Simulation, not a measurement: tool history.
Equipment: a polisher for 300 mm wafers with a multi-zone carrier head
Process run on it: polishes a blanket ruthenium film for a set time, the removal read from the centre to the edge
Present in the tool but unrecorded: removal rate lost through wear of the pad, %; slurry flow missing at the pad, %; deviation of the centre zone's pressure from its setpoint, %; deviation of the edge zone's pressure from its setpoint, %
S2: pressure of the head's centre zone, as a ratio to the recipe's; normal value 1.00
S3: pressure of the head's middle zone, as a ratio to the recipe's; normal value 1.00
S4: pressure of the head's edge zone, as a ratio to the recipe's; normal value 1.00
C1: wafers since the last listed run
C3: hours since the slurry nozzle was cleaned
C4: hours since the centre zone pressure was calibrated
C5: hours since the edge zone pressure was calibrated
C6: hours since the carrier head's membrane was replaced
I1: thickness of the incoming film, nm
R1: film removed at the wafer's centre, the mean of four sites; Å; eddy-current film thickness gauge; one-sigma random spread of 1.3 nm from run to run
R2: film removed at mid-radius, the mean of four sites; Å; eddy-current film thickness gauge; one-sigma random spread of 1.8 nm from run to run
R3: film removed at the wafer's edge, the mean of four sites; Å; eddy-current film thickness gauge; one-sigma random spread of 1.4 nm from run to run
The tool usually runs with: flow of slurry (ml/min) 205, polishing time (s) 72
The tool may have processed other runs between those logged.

run 1 day=0.000 | flow_of_slurry_(ml/min)=205 S2=1.00 S3=1.00 S4=1.00 polishing_time_(s)=72 | C1=0 wafers_polished_on_this_pad=671 C3=438.2 C4=840.4 C5=1299.7 C6=651.8 | I1=575.4 | R1=1195 R2=1210 R3=1223
run 2 day=1.521 | flow_of_slurry_(ml/min)=205 S2=1.00 S3=1.00 S4=1.00 polishing_time_(s)=72 | C1=414 wafers_polished_on_this_pad=1085 C3=474.7 C4=876.9 C5=1336.2 C6=688.3 | I1=570.4 | R1=1180 R2=1244 R3=1206
-- day=2.229 worn pad replaced by a new one
run 3 day=2.771 | flow_of_slurry_(ml/min)=185 S2=1.00 S3=1.00 S4=1.00 polishing_time_(s)=72 | C1=294 wafers_polished_on_this_pad=147 C3=504.7 C4=906.9 C5=1366.2 C6=718.3 | I1=576.8 | R1=1186 R2=1214 R3=1192
run 4 day=3.471 | flow_of_slurry_(ml/min)=185 S2=1.00 S3=1.00 S4=1.00 polishing_time_(s)=72 | C1=190 wafers_polished_on_this_pad=338 C3=521.5 C4=923.7 C5=1383.0 C6=735.1 | I1=566.6 | R1=1192 R2=1221 R3=1218
run 5 day=4.796 | flow_of_slurry_(ml/min)=205 S2=1.00 S3=1.00 S4=1.00 polishing_time_(s)=85 | C1=360 wafers_polished_on_this_pad=698 C3=553.3 C4=955.5 C5=1414.8 C6=766.9 | I1=577.4 | R1=1384 R2=1465 R3=1409
run 6 day=5.588 | flow_of_slurry_(ml/min)=205 S2=1.00 S3=1.00 S4=1.00 polishing_time_(s)=85 | C1=215 wafers_polished_on_this_pad=914 C3=572.3 C4=974.5 C5=1433.8 C6=785.9 | I1=563.9 | R1=1410 R2=1409 R3=1421
-- day=5.796 worn pad replaced by a new one
run 7 day=6.758 | flow_of_slurry_(ml/min)=205 S2=1.00 S3=1.00 S4=1.00 polishing_time_(s)=72 | C1=273 wafers_polished_on_this_pad=261 C3=600.4 C4=1002.6 C5=1461.9 C6=814.0 | I1=564.9 | R1=1183 R2=1227 R3=1190
-- day=7.021 centre zone pressure recalibrated
run 8 day=8.142 | flow_of_slurry_(ml/min)=205 S2=1.00 S3=1.00 S4=1.00 polishing_time_(s)=72 | C1=353 wafers_polished_on_this_pad=615 C3=633.6 C4=26.9 C5=1495.1 C6=847.2 | I1=566.3 | R1=1193 R2=1240 R3=1197
run 9 day=9.092 | flow_of_slurry_(ml/min)=190 S2=1.00 S3=1.00 S4=1.00 polishing_time_(s)=72 | C1=258 wafers_polished_on_this_pad=874 C3=656.4 C4=49.7 C5=1517.9 C6=870.0 | I1=576.9 | R1=1190 R2=1194 R3=1197
-- day=9.658 worn pad replaced by a new one
-- day=10.100 slurry nozzle cleaned
-- day=10.108 edge zone pressure recalibrated
run 10 day=10.129 | flow_of_slurry_(ml/min)=245 S2=1.00 S3=1.06 S4=1.05 polishing_time_(s)=51 | C1=223 wafers_polished_on_this_pad=114 C3=0.7 C4=74.6 C5=0.5 C6=894.9 | I1=579.3 | R1=852 R2=903 R3=897
run 11 day=11.383 | flow_of_slurry_(ml/min)=205 S2=1.09 S3=1.00 S4=1.06 polishing_time_(s)=72 | C1=341 wafers_polished_on_this_pad=455 C3=30.8 C4=104.7 C5=30.6 C6=925.0 | I1=572.8 | R1=1284 R2=1228 R3=1236
run 12 day=12.292 | flow_of_slurry_(ml/min)=205 S2=1.00 S3=0.90 S4=1.00 polishing_time_(s)=72 | C1=247 wafers_polished_on_this_pad=703 C3=52.6 C4=126.5 C5=52.4 C6=946.8 | I1=562.4 | R1=1184 R2=1124 R3=1211
run 13 day=12.883 | flow_of_slurry_(ml/min)=205 S2=1.00 S3=1.00 S4=1.00 polishing_time_(s)=72 | C1=161 wafers_polished_on_this_pad=864 C3=66.8 C4=140.7 C5=66.6 C6=961.0 | I1=573.4 | R1=1213 R2=1212 R3=1198
-- day=13.671 worn pad replaced by a new one
run 14 day=14.108 | flow_of_slurry_(ml/min)=205 S2=0.91 S3=1.00 S4=1.05 polishing_time_(s)=72 | C1=288 wafers_polished_on_this_pad=119 C3=96.2 C4=170.1 C5=96.0 C6=990.4 | I1=574.4 | R1=1091 R2=1222 R3=1226
-- day=15.192 carrier head's membrane replaced by a new one
run 15 day=15.246 | flow_of_slurry_(ml/min)=185 S2=1.00 S3=1.00 S4=1.00 polishing_time_(s)=62 | C1=253 wafers_polished_on_this_pad=372 C3=123.5 C4=197.4 C5=123.3 C6=1.3 | I1=560.3 | R1=1014 R2=1056 R3=1036
run 16 day=15.896 | flow_of_slurry_(ml/min)=205 S2=1.00 S3=1.00 S4=1.00 polishing_time_(s)=72 | C1=176 wafers_polished_on_this_pad=549 C3=139.1 C4=213.0 C5=138.9 C6=16.9 | I1=563.7 | R1=1175 R2=1226 R3=1227
run 17 day=17.304 | flow_of_slurry_(ml/min)=205 S2=1.00 S3=1.00 S4=1.00 polishing_time_(s)=72 | C1=383 wafers_polished_on_this_pad=932 C3=172.9 C4=246.8 C5=172.7 C6=50.7 | I1=569.5 | R1=1170 R2=1239 R3=1208
-- day=17.971 worn pad replaced by a new one
run 18 day=18.746 | flow_of_slurry_(ml/min)=170 S2=0.92 S3=1.00 S4=0.92 polishing_time_(s)=72 | C1=347 wafers_polished_on_this_pad=211 C3=207.5 C4=281.4 C5=207.3 C6=85.3 | I1=574.2 | R1=1081 R2=1192 R3=1127
run 19 day=20.117 | flow_of_slurry_(ml/min)=205 S2=0.91 S3=1.00 S4=1.05 polishing_time_(s)=72 | C1=373 wafers_polished_on_this_pad=584 C3=240.4 C4=314.3 C5=240.2 C6=118.2 | I1=561.7 | R1=1072 R2=1222 R3=1249

What if the next run were any one of these 3? Each begins from the tool's condition after run 19:
run A day=20.133 | flow_of_slurry_(ml/min)=260 S2=1.00 S3=1.00 S4=1.00 polishing_time_(s)=72 | C1=4 wafers_polished_on_this_pad=588 C3=240.8 C4=314.7 C5=240.6 C6=118.6 | I1=576.9 | R1=? R2=? R3=?
run B day=20.133 | flow_of_slurry_(ml/min)=175 S2=1.00 S3=1.06 S4=1.00 polishing_time_(s)=64 | C1=4 wafers_polished_on_this_pad=588 C3=240.8 C4=314.7 C5=240.6 C6=118.6 | I1=576.9 | R1=? R2=? R3=?
run C day=20.133 | flow_of_slurry_(ml/min)=140 S2=1.00 S3=0.94 S4=1.00 polishing_time_(s)=72 | C1=4 wafers_polished_on_this_pad=588 C3=240.8 C4=314.7 C5=240.6 C6=118.6 | I1=576.9 | R1=? R2=? R3=?

run=A R1=1219 R2=1237 R3=1234
run=B R1=1037 R2=1111 R3=1065
run=C R1=1133 R2=1102 R3=1179
What these runs would have given with no unlogged condition in the tool:
run=A R1=1219 R2=1237 R3=1234
run=B R1=1037 R2=1111 R3=1065
run=C R1=1133 R2=1102 R3=1179
